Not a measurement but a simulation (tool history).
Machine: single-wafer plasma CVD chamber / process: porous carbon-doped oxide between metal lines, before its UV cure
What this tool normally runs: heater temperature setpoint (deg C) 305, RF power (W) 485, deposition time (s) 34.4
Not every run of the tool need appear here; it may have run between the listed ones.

run	hour	heater temperature setpoint (deg C)	RF power (W)	deposition time (s)	wafers since the last listed run	hours since the last thermocouple change	hours since the last RF generator calibration	hours since the showerhead was replaced	hours since the gauge calibration	read-back reference wafer on the same gauge, thickness_nm	mean film thickness on the monitor wafer (Å)
1	0.0	313	485	34.4	0	681.3	1521.9	6594.7	250.3	189.012	1845.24
2	25.3	305	485	34.4	509	706.6	1547.2	6620.0	275.6	188.958	1935.18
3	57.1	305	485	34.4	640	738.4	1579.0	6651.8	307.4	188.935	1928.41
4	84.3	305	485	34.4	548	765.6	1606.2	6679.0	334.6	188.981	1930.40
5	110.2	305	485	34.4	521	791.5	1632.1	6704.9	360.5	189.015	1926.09
6	124.0	305	485	34.4	278	805.3	1645.9	6718.7	374.3	189.003	1933.52
7	140.5	305	485	32.2	332	821.8	1662.4	6735.2	390.8	188.992	1806.59
8	170.1	302	485	34.4	596	851.4	1692.0	6764.8	420.4	189.000	1953.21
9	195.1	302	485	34.4	503	876.4	1717.0	6789.8	445.4	188.953	1954.17
10	218.4	305	485	34.4	469	899.7	1740.3	6813.1	468.7	189.002	1926.02
11	235.5	305	485	34.4	344	916.8	1757.4	6830.2	485.8	188.906	1922.69
12	267.8	305	485	34.4	650	949.1	1789.7	6862.5	518.1	188.979	1918.13
# hour 273.4: gauge calibrated
13	301.9	305	485	34.4	687	983.2	1823.8	6896.6	28.5	188.936	1917.85
14	333.5	305	485	36.7	636	1014.8	1855.4	6928.2	60.1	189.033	2034.03
15	364.1	305	485	36.7	616	1045.4	1886.0	6958.8	90.7	189.033	2038.12

Estimate the outcome of run 16 from the log above:
# hour 393.5: RF generator calibrated
16	394.0	294	485	38.6	441	1075.3	0.5	6988.7	120.6	?	?

{"run 16": {"read-back reference wafer on the same gauge, thickness_nm": 188.977, "mean film thickness on the monitor wafer (Å)": 2349.69}}
If the tool had no hidden condition, the same run with the same run-to-run variation would have returned mean film thickness on the monitor wafer (Å) 2382.96.
